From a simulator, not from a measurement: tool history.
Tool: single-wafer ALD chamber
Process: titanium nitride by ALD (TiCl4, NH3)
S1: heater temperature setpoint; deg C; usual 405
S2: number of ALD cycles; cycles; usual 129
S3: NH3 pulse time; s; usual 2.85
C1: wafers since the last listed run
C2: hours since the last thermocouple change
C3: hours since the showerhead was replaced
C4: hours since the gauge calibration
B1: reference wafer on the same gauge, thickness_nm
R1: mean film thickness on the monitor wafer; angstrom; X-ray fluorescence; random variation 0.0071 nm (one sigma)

| run | hour | S1 | S2 | S3 | C1 | C2 | C3 | C4 | B1 | R1 |
|---|---|---|---|---|---|---|---|---|---|---|
| 1 | 0 | 405 | 129 | 2.85 | 0 | 1722.3 | 2261 | 200.6 | 3.413 | 28.88 |
| 2 | 16.1 | 405 | 129 | 2.85 | 37 | 1738.4 | 2277.1 | 216.7 | 3.414 | 29 |
| 3 | 43.8 | 405 | 129 | 2.85 | 64 | 1766.1 | 2304.8 | 244.4 | 3.423 | 29.07 |
| 4 | 71.9 | 405 | 129 | 2.85 | 65 | 1794.2 | 2332.9 | 272.5 | 3.424 | 29.06 |
| 5 | 87.8 | 405 | 129 | 2.85 | 37 | 1810.1 | 2348.8 | 288.4 | 3.424 | 28.99 |
| 6 | 120 | 405 | 129 | 2.85 | 75 | 1842.3 | 2381 | 320.6 | 3.43 | 28.9 |
| 7 | 140.7 | 405 | 129 | 2.38 | 48 | 1863 | 2401.7 | 341.3 | 3.43 | 28.85 |
| 8 | 162.9 | 405 | 129 | 2.38 | 51 | 1885.2 | 2423.9 | 363.5 | 3.435 | 28.96 |
| 9 | 198.7 | 405 | 129 | 2.38 | 83 | 1921 | 2459.7 | 399.3 | 3.437 | 29.01 |
| 10 | 213 | 405 | 129 | 2.58 | 33 | 1935.3 | 2474 | 413.6 | 3.439 | 29.15 |
| 11 | 245.1 | 405 | 129 | 2.58 | 74 | 1967.4 | 2506.1 | 445.7 | 3.443 | 29.17 |
| 12 | 280.6 | 405 | 129 | 2.58 | 82 | 2002.9 | 2541.6 | 481.2 | 3.444 | 29.16 |
| 13 | 313.3 | 408 | 129 | 1.97 | 76 | 2035.6 | 2574.3 | 513.9 | 3.446 | 28.97 |
| 14 | 332.9 | 408 | 129 | 1.97 | 45 | 2055.2 | 2593.9 | 533.5 | 3.447 | 28.82 |
| 15 | 349.2 | 408 | 129 | 1.97 | 37 | 2071.5 | 2610.2 | 549.8 | 3.45 | 29.05 |
| 16 | 363.2 | 405 | 129 | 2.85 | 32 | 2085.5 | 2624.2 | 563.8 | 3.45 | 29.21 |
| 17 | 398.9 | 409 | 129 | 2.11 | 83 | 2121.2 | 2659.9 | 599.5 | 3.449 | 28.97 |
| 18 | 428.1 | 405 | 129 | 2.16 | 68 | 2150.4 | 2689.1 | 628.7 | 3.448 | 28.92 |
|  | 450.8 | thermocouple changed; heater temperature recalibrated |
| 19 | 452.8 | 399 | 129 | 2.33 | 38 | 2 | 2713.8 | 653.4 | 3.454 | 28.96 |
| 20 | 557.9 | 395 | 129 | 2.29 | 244 | 107.1 | 2818.9 | 758.5 | 3.457 | 29.02 |
| 21 | 585.9 | 405 | 116 | 3.55 | 65 | 135.1 | 2846.9 | 786.5 | 3.458 | 26.5 |

Run 22 comes next. What will it give?
| 22 | 610.3 | 417 | 143 | 1.94 | 56 | 159.5 | 2871.3 | 810.9 | ? | ? |

Run 22 gave B1 3.456, R1 32.2 angstrom.
Without the tool's hidden state the same run would have given R1 31.2 angstrom.
